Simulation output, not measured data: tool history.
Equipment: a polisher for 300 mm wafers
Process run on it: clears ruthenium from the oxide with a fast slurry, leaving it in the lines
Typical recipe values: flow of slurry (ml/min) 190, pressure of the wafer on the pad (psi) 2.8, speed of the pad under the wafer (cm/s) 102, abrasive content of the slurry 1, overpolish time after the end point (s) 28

run,hour,flow of slurry (ml/min),pressure of the wafer on the pad (psi),speed of the pad under the wafer (cm/s),abrasive content of the slurry,overpolish time after the end point (s),"incoming thickness of the incoming film, nm",time until the end point was called (s),dishing of a wide line in a test structure (nm)
1,0,190,2.8,102,1,28,308.9,88.3,66.3
2,37.7,190,2.8,86,1,28,308.3,98.5,59.6
3,92.4,190,2.8,102,1,28,311.8,92.6,64.1
# hour 164.7: worn pad replaced by a new one
4,165.2,145,2.2,102,1,28,309.4,112.4,54.5
5,221.4,145,2.2,102,1,28,308.2,114.8,53.2
# hour 232.4: head pressure recalibrated
# hour 290.5: slurry blender recalibrated
6,372.2,190,2.8,102,1,28,307,91.2,65
7,436.9,190,2.8,130,1,28,309.1,78.8,74.3
# hour 462.3: slurry nozzle cleaned
8,477.5,190,2.8,102,1,28,307.9,92.4,64.3
9,531,190,2.8,102,1,28,304.5,93.8,64.3
10,566.7,190,2.8,102,1,28,308.8,96.4,62.9
# hour 595.4: worn pad replaced by a new one
# hour 654.5: head pressure recalibrated
11,692.6,190,2.8,102,1,28,308.7,87.3,67
# hour 727.6: slurry blender recalibrated
12,755.1,170,2.8,102,1.15,28,311.9,84.3,68.2
13,822.6,220,2.8,72,1,28,307.7,106.5,56.6
14,867.8,255,2.8,116,1.25,28,309.6,75,76.1
15,902.8,190,2.8,82,0.75,28,316.5,125.1,51.4
# hour 951.9: worn pad replaced by a new one
16,952.4,190,2.8,102,1,28,306.1,83.8,69.7
# hour 1001.9: head pressure recalibrated
17,1019.1,175,2,102,1,33,310.3,124.7,58.7
18,1048.9,245,2.8,102,1.15,28,310.6,79.9,72
# hour 1106: slurry nozzle cleaned
# hour 1180.2: slurry blender recalibrated
19,1260.5,190,2.8,102,1.3,28,314.5,83.6,69.3
# hour 1293.7: worn pad replaced by a new one
20,1294.3,235,2.8,102,0.75,28,311.5,92.2,64.2
21,1358.7,210,2.8,68,1,21,305.9,104.4,44
# hour 1381.9: head pressure recalibrated
22,1416.4,190,2.8,102,1,28,311.8,88.6,67.6
23,1447.5,125,2.8,102,1,28,306.8,92.3,63.8
24,1515.6,155,2.8,102,0.9,28,309.2,98.6,62.5
# hour 1534.6: slurry blender recalibrated
# hour 1680.3: worn pad replaced by a new one
25,1705.2,190,2.8,102,1,28,308.1,86.4,68.3
26,1773.9,190,2.8,102,1,28,305.9,88.1,67.3
# hour 1800.3: head pressure recalibrated
27,1834,220,2.8,112,1.1,35,310.9,81.5,87.2

Run-by-run hidden state of the tool:
slurry flow missing at the pad, %: 0 at every run
deviation of the head's pressure from its setpoint, %: 0 at every run
abrasive missing from the slurry, %: 0 at every run
H1: removal rate lost through wear of the pad, %
run,H1
1,6.46
2,7.6
3,9.26
4,0.158
5,1.86
6,6.43
7,8.39
8,9.62
9,11.2
10,12.3
11,3.44
12,5.34
13,7.38
14,8.75
15,9.81
16,0.163
17,2.18
18,3.09
19,9.5
20,0.105
21,2.06
22,3.8
23,4.75
24,6.81
25,2.13
26,4.21
27,6.03
